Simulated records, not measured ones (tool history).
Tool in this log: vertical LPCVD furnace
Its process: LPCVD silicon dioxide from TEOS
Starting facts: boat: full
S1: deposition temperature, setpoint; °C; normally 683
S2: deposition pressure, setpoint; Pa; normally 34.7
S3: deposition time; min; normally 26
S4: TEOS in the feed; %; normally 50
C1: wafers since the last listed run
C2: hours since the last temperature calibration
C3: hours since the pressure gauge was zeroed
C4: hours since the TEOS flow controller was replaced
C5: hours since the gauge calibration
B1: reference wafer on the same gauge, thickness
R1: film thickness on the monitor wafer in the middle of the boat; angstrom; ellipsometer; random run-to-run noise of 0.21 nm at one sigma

run,hour,S1,S2,S3,S4,C1,C2,C3,C4,C5,B1,R1
1,0,683,34.7,23,50,0,2781.6,4187.9,2455,114.6,110.97,1025
2,17,683,34.7,23,50,218,2798.6,4204.9,2472,131.6,111.08,1026.6
3,62.4,683,34.7,23,50,583,2844,4250.3,2517.4,177,111.03,1028.2
# hour 91.7: TEOS flow controller replaced
4,92.2,683,29.3,26,50,74,2873.8,4280.1,0.5,206.8,111,1078.2
5,97.5,683,29.3,26,50,68,2879.1,4285.4,5.8,212.1,111.01,1071.3
6,112.7,683,29.3,26,50,195,2894.3,4300.6,21,227.3,111.05,1075.5
7,124.9,683,34.7,26,50,156,2906.5,4312.8,33.2,239.5,110.96,1171
# hour 156.9: pressure gauge zeroed
8,157.4,680,34.7,26,50,109,2939,0.5,65.7,272,110.92,1094.1
9,161,680,34.7,26,50,46,2942.6,4.1,69.3,275.6,110.95,1094.7
10,167.4,683,34.7,26,50,82,2949,10.5,75.7,282,110.96,1177.2
# hour 169.6: gauge calibrated
11,182.3,693,41.3,19,56,191,2963.9,25.4,90.6,12.7,110.92,1259.4
12,191.9,683,34.7,26,50,123,2973.5,35,100.2,22.3,110.93,1173.2
# hour 217.9: thermocouples replaced and temperature profile calibrated
13,218.4,694,38.7,19,43,32,0.5,61.5,126.7,48.8,110.95,977.6
14,222,695,26,16.5,42,46,4.1,65.1,130.3,52.4,110.95,701.6
15,228.5,677,27.3,26,50,83,10.6,71.6,136.8,58.9,110.88,808.5
16,236.3,683,34.7,26,50,100,18.4,79.4,144.6,66.7,111.1,1046.3
17,254.2,683,34.7,26,57,229,36.3,97.3,162.5,84.6,110.98,1122.2
18,269.6,683,39.3,26,42,197,51.7,112.7,177.9,100,110.94,1027.6
19,280,683,41.3,34.5,54,133,62.1,123.1,188.3,110.4,110.99,1584.3

A few steps of R1 between consecutive runs. Split each: what settings, incoming material and random variation would produce without the hidden state, and what is left over for the hidden state, along with gauge scatter present in only one of the two compared results (measured, and without hidden state):
Unlogged tool condition in this case: true tube temperature minus thermocouple reading, K; true pressure minus gauge reading, mTorr; deviation of the TEOS flow from its setpoint, %; gauge reads high (%).
Run 12 -> 13: S1 683 -> 694, S2 34.7 -> 38.7, S3 26 -> 19, S4 50 -> 43, thermocouples replaced and temperature profile calibrated. R1 -195.6 angstrom: hidden state -127.1, all else -68.5.
Run 18 -> 19: S2 39.3 -> 41.3, S3 26 -> 34.5, S4 42 -> 54. R1 +556.7 angstrom: hidden state +5.4, all else +551.3.
